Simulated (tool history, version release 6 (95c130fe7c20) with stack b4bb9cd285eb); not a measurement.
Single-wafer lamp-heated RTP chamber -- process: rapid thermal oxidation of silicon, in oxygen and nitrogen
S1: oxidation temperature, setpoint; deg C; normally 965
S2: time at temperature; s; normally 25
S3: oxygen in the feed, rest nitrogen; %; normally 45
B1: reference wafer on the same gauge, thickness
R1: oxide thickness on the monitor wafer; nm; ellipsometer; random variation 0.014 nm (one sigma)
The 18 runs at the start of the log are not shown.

| run | hour | S1 | S2 | S3 | B1 | R1 |
|---|---|---|---|---|---|---|
| 19 | 1180.6 | 965 | 35 | 62 | 2.75 | 3.503 |
| 20 | 1221.6 | 938 | 30 | 73 | 2.749 | 2.978 |
| 21 | 1275.2 | 950 | 25 | 61 | 2.751 | 2.912 |
| 22 | 1325.3 | 965 | 25 | 45 | 2.751 | 2.921 |
|  | 1418 | oxygen flow controller replaced |
| 23 | 1420.9 | 965 | 25 | 45 | 2.749 | 2.937 |
|  | 1470.2 | pyrometer window cleaned and pyrometer calibrated |
| 24 | 1501.2 | 965 | 25 | 45 | 2.749 | 2.871 |
| 25 | 1566.8 | 951 | 16 | 34 | 2.75 | 2.416 |
| 26 | 1643.3 | 991 | 29 | 45 | 2.749 | 3.391 |
| 27 | 1708.2 | 965 | 25 | 70 | 2.75 | 3.174 |
| 28 | 1795.5 | 965 | 37 | 37 | 2.751 | 3.075 |
| 29 | 1839.5 | 983 | 25 | 21 | 2.749 | 2.715 |
| 30 | 1899.4 | 965 | 25 | 23 | 2.752 | 2.588 |
| 31 | 1977 | 942 | 25 | 45 | 2.751 | 2.619 |
| 32 | 2069.9 | 965 | 25 | 23 | 2.75 | 2.604 |
| 33 | 2118 | 976 | 25 | 45 | 2.749 | 3.068 |
| 34 | 2166.7 | 965 | 14 | 71 | 2.75 | 2.735 |
| 35 | 2214.9 | 950 | 25 | 20 | 2.748 | 2.462 |
| 36 | 2296.8 | 965 | 25 | 45 | 2.746 | 2.944 |
| 37 | 2362.5 | 965 | 15 | 26 | 2.75 | 2.437 |
| 38 | 2455.6 | 955 | 28 | 53 | 2.751 | 3.091 |
| 39 | 2507.7 | 965 | 25 | 17 | 2.75 | 2.564 |

Predict each of these 3 candidate next runs independently; none follows another, all start after run 39:
| A | 2508.2 | 965 | 37 | 45 | ? | ? |
| B | 2508.2 | 980 | 17 | 73 | ? | ? |
| C | 2508.2 | 948 | 25 | 28 | ? | ? |

| run | B1 | R1 |
|---|---|---|
| A | 2.749 | 3.434 |
| B | 2.749 | 3.266 |
| C | 2.749 | 2.621 |
Stripped of hidden state, with their random variation kept, the same runs would have yielded:
| run | R1 |
|---|---|
| A | 3.211 |
| B | 3.054 |
| C | 2.527 |
